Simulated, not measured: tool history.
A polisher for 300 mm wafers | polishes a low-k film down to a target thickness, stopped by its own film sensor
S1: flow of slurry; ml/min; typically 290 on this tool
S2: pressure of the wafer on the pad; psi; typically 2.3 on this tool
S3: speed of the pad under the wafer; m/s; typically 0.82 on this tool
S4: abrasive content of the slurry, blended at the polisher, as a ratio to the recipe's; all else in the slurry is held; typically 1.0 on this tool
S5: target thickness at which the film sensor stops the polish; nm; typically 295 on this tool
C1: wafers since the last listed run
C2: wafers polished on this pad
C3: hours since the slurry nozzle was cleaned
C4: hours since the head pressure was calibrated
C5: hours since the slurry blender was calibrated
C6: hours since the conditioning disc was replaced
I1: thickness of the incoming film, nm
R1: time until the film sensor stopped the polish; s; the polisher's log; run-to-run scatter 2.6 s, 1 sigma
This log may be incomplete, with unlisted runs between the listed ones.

run 1 hour=0.0 | S1=290 S2=2.3 S3=0.82 S4=1.0 S5=295 | C1=0 C2=938 C3=236.3 C4=170.4 C5=361.1 C6=23.7 | I1=349.9 | R1=160.5
run 2 hour=95.1 | S1=330 S2=2.3 S3=0.82 S4=1.0 S5=295 | C1=503 C2=1442 C3=331.4 C4=265.5 C5=456.2 C6=118.8 | I1=351.8 | R1=165.4
-- hour=133.8 slurry blender recalibrated
run 3 hour=136.1 | S1=330 S2=2.3 S3=0.82 S4=1.0 S5=295 | C1=206 C2=1649 C3=372.4 C4=306.5 C5=2.3 C6=159.8 | I1=349.8 | R1=145.1
run 4 hour=195.1 | S1=330 S2=2.3 S3=0.82 S4=1.0 S5=295 | C1=312 C2=1961 C3=431.4 C4=365.5 C5=61.3 C6=218.8 | I1=350.0 | R1=152.3
-- hour=228.3 worn pad replaced by a new one
-- hour=271.7 slurry nozzle cleaned
run 5 hour=272.8 | S1=290 S2=2.3 S3=0.82 S4=1.0 S5=295 | C1=385 C2=230 C3=1.1 C4=443.2 C5=139.0 C6=296.5 | I1=345.5 | R1=141.5
run 6 hour=339.5 | S1=290 S2=2.3 S3=0.82 S4=1.0 S5=295 | C1=353 C2=583 C3=67.8 C4=509.9 C5=205.7 C6=363.2 | I1=343.0 | R1=143.1
-- hour=356.1 head pressure recalibrated
-- hour=398.1 conditioning disc replaced and pad reconditioned
run 7 hour=420.3 | S1=290 S2=2.3 S3=0.82 S4=1.0 S5=295 | C1=406 C2=990 C3=148.6 C4=64.2 C5=286.5 C6=22.2 | I1=349.2 | R1=157.6
run 8 hour=525.6 | S1=290 S2=2.3 S3=0.82 S4=1.0 S5=295 | C1=557 C2=1548 C3=253.9 C4=169.5 C5=391.8 C6=127.5 | I1=346.6 | R1=157.9
-- hour=548.8 slurry blender recalibrated
run 9 hour=587.0 | S1=290 S2=2.3 S3=0.82 S4=1.0 S5=295 | C1=314 C2=1863 C3=315.3 C4=230.9 C5=38.2 C6=188.9 | I1=348.8 | R1=143.2
-- hour=656.4 worn pad replaced by a new one
run 10 hour=693.9 | S1=290 S2=2.3 S3=0.82 S4=1.0 S5=295 | C1=545 C2=198 C3=422.2 C4=337.8 C5=145.1 C6=295.8 | I1=351.6 | R1=166.1
run 11 hour=748.2 | S1=290 S2=2.3 S3=0.82 S4=1.0 S5=295 | C1=287 C2=486 C3=476.5 C4=392.1 C5=199.4 C6=350.1 | I1=349.6 | R1=156.9
-- hour=769.0 slurry nozzle cleaned
run 12 hour=807.5 | S1=355 S2=1.7 S3=0.82 S4=1.0 S5=295 | C1=308 C2=795 C3=38.5 C4=451.4 C5=258.7 C6=409.4 | I1=355.2 | R1=237.3
-- hour=837.5 head pressure recalibrated
-- hour=855.0 conditioning disc replaced and pad reconditioned
run 13 hour=869.5 | S1=290 S2=2.3 S3=0.66 S4=1.0 S5=307 | C1=307 C2=1102 C3=100.5 C4=32.0 C5=320.7 C6=14.5 | I1=348.4 | R1=146.5
run 14 hour=950.1 | S1=290 S2=2.3 S3=0.82 S4=1.0 S5=295 | C1=427 C2=1529 C3=181.1 C4=112.6 C5=401.3 C6=95.1 | I1=352.6 | R1=172.8
run 15 hour=1043.2 | S1=290 S2=2.3 S3=0.82 S4=1.1 S5=295 | C1=493 C2=2023 C3=274.2 C4=205.7 C5=494.4 C6=188.2 | I1=352.1 | R1=166.5
-- hour=1054.8 slurry blender recalibrated
run 16 hour=1099.4 | S1=290 S2=1.7 S3=0.82 S4=0.7 S5=313 | C1=287 C2=2310 C3=330.4 C4=261.9 C5=44.6 C6=244.4 | I1=350.7 | R1=152.5
-- hour=1127.0 worn pad replaced by a new one
run 17 hour=1191.4 | S1=290 S2=2.3 S3=0.82 S4=1.0 S5=311 | C1=466 C2=341 C3=422.4 C4=353.9 C5=136.6 C6=336.4 | I1=349.9 | R1=110.5
-- hour=1268.1 slurry nozzle cleaned
run 18 hour=1296.1 | S1=290 S2=2.3 S3=0.82 S4=1.0 S5=309 | C1=549 C2=890 C3=28.0 C4=458.6 C5=241.3 C6=441.1 | I1=348.7 | R1=112.3
-- hour=1327.9 head pressure recalibrated
-- hour=1328.3 conditioning disc replaced and pad reconditioned
run 19 hour=1337.6 | S1=345 S2=1.6 S3=0.58 S4=0.8 S5=295 | C1=206 C2=1097 C3=69.5 C4=9.7 C5=282.8 C6=9.3 | I1=348.5 | R1=313.8
run 20 hour=1375.3 | S1=320 S2=2.9 S3=0.82 S4=0.8 S5=295 | C1=199 C2=1297 C3=107.2 C4=47.4 C5=320.5 C6=47.0 | I1=354.4 | R1=145.4
run 21 hour=1429.5 | S1=290 S2=2.3 S3=0.82 S4=1.0 S5=295 | C1=287 C2=1584 C3=161.4 C4=101.6 C5=374.7 C6=101.2 | I1=347.3 | R1=155.7
run 22 hour=1537.1 | S1=290 S2=2.6 S3=0.96 S4=1.1 S5=295 | C1=570 C2=2154 C3=269.0 C4=209.2 C5=482.3 C6=208.8 | I1=345.2 | R1=113.3
-- hour=1571.5 worn pad replaced by a new one
-- hour=1587.7 slurry blender recalibrated
run 23 hour=1607.0 | S1=250 S2=3.0 S3=0.82 S4=1.0 S5=310 | C1=338 C2=177 C3=338.9 C4=279.1 C5=19.3 C6=278.7 | I1=357.2 | R1=98.4
run 24 hour=1696.9 | S1=265 S2=2.3 S3=0.82 S4=1.0 S5=306 | C1=476 C2=653 C3=428.8 C4=369.0 C5=109.2 C6=368.6 | I1=348.3 | R1=120.9
-- hour=1766.8 slurry nozzle cleaned
run 25 hour=1802.0 | S1=195 S2=3.0 S3=0.82 S4=1.2 S5=295 | C1=551 C2=1205 C3=35.2 C4=474.1 C5=214.3 C6=473.7 | I1=348.7 | R1=122.2

4 ways to go on from here, each from the tool as it stands after run 25. What would each give?
run A hour=1802.5 | S1=290 S2=2.3 S3=0.82 S4=1.0 S5=295 | C1=2 C2=1208 C3=35.7 C4=474.6 C5=214.8 C6=474.2 | I1=345.6 | R1=?
run B hour=1802.5 | S1=385 S2=2.3 S3=0.82 S4=1.0 S5=295 | C1=2 C2=1208 C3=35.7 C4=474.6 C5=214.8 C6=474.2 | I1=345.6 | R1=?
run C hour=1802.5 | S1=290 S2=2.3 S3=0.98 S4=1.0 S5=295 | C1=2 C2=1208 C3=35.7 C4=474.6 C5=214.8 C6=474.2 | I1=345.6 | R1=?
run D hour=1802.5 | S1=210 S2=2.3 S3=0.82 S4=0.8 S5=308 | C1=2 C2=1208 C3=35.7 C4=474.6 C5=214.8 C6=474.2 | I1=345.6 | R1=?

run=A R1=145.9
run=B R1=142.3
run=C R1=126.5
run=D R1=121.1
With no hidden state in the tool, these same runs would have given:
run=A R1=132.2
run=B R1=129.0
run=C R1=114.6
run=D R1=108.9

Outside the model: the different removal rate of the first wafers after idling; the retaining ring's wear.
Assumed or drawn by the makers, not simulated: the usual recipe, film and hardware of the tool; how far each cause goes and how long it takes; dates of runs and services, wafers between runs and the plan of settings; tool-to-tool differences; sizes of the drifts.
